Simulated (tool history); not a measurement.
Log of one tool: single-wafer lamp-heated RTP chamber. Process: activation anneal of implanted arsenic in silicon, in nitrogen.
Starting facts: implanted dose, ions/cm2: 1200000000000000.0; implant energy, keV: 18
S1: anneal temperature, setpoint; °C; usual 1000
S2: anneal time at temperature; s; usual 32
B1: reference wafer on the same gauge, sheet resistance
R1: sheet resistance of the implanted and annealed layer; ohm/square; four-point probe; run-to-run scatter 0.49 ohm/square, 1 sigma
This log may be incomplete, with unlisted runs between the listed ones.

run	hour	S1	S2	B1	R1
1	0	1000	32	102.93	118.89
2	57.5	1000	32	103.02	119.4
3	97.9	1023	32	102.95	110.53
4	148.2	1023	32	103.03	110.54
5	199.2	1000	32	103.01	118.13
6	249.2	1000	32	102.78	118.27
7	302	1000	32	102.97	117.16
# hour 316.7: reflector plate cleaned
# hour 330.5: pyrometer window cleaned and pyrometer calibrated
8	340	1000	32	103.09	120.67
9	377.8	1000	32	102.95	120.55
10	431.8	1000	32	103.14	120.64
# hour 502.8: gauge calibrated
11	533.4	1000	32	102.95	119.31
12	605	1000	32	103.11	119.64
# hour 639.1: pyrometer window cleaned and pyrometer calibrated
13	643.9	1000	32	102.81	119.07
14	689.1	1000	32	103.01	119.12
15	740.3	1000	32	103.01	120.03
16	777.6	1009	32	103.09	114.9
17	842.5	1009	32	103.02	114.65
18	895.9	972	46	103.08	126.58
19	923.8	1029	42	103.08	104.18
# hour 973.7: pyrometer window cleaned and pyrometer calibrated
20	974.2	1000	32	102.94	117.55
21	1021.4	1000	32	102.9	118.09
22	1080.4	1000	32	103.03	117.03
23	1110.3	979	41	103.04	124.05
24	1163.8	986	21	103.05	130.29
# hour 1197: reflector plate cleaned
25	1197.8	1000	32	103.08	120.84
# hour 1261.9: pyrometer window cleaned and pyrometer calibrated
26	1262.4	978	25	103.07	134.86
27	1296.3	1024	19	103.03	118.37
28	1353	1000	19	103.06	127.39
29	1378.1	1000	32	102.77	120.09
30	1411.5	1000	46	103.01	114.09
31	1480	1015	43	102.97	108.93
32	1545.3	977	47	103.09	123.36
33	1615.3	1000	32	102.96	118.24
# hour 1635.4: pyrometer window cleaned and pyrometer calibrated
34	1672	1000	32	102.96	118.93

Predict each of these 5 candidate next runs independently; none follows another, all start after run 34:
A	1672.4	1000	32	?	?
B	1672.4	1019	26	?	?
C	1672.4	982	14	?	?
D	1672.4	1008	51	?	?
E	1672.4	1000	20	?	?

run	B1	R1
A	103.03	119.05
B	103.03	114.69
C	103.03	139.95
D	103.03	109.31
E	103.03	126.18
Take away the tool's hidden state, keep each run's random variation, and the runs would have read:
run	R1
A	121.85
B	116.97
C	143.01
D	111.53
E	129.1
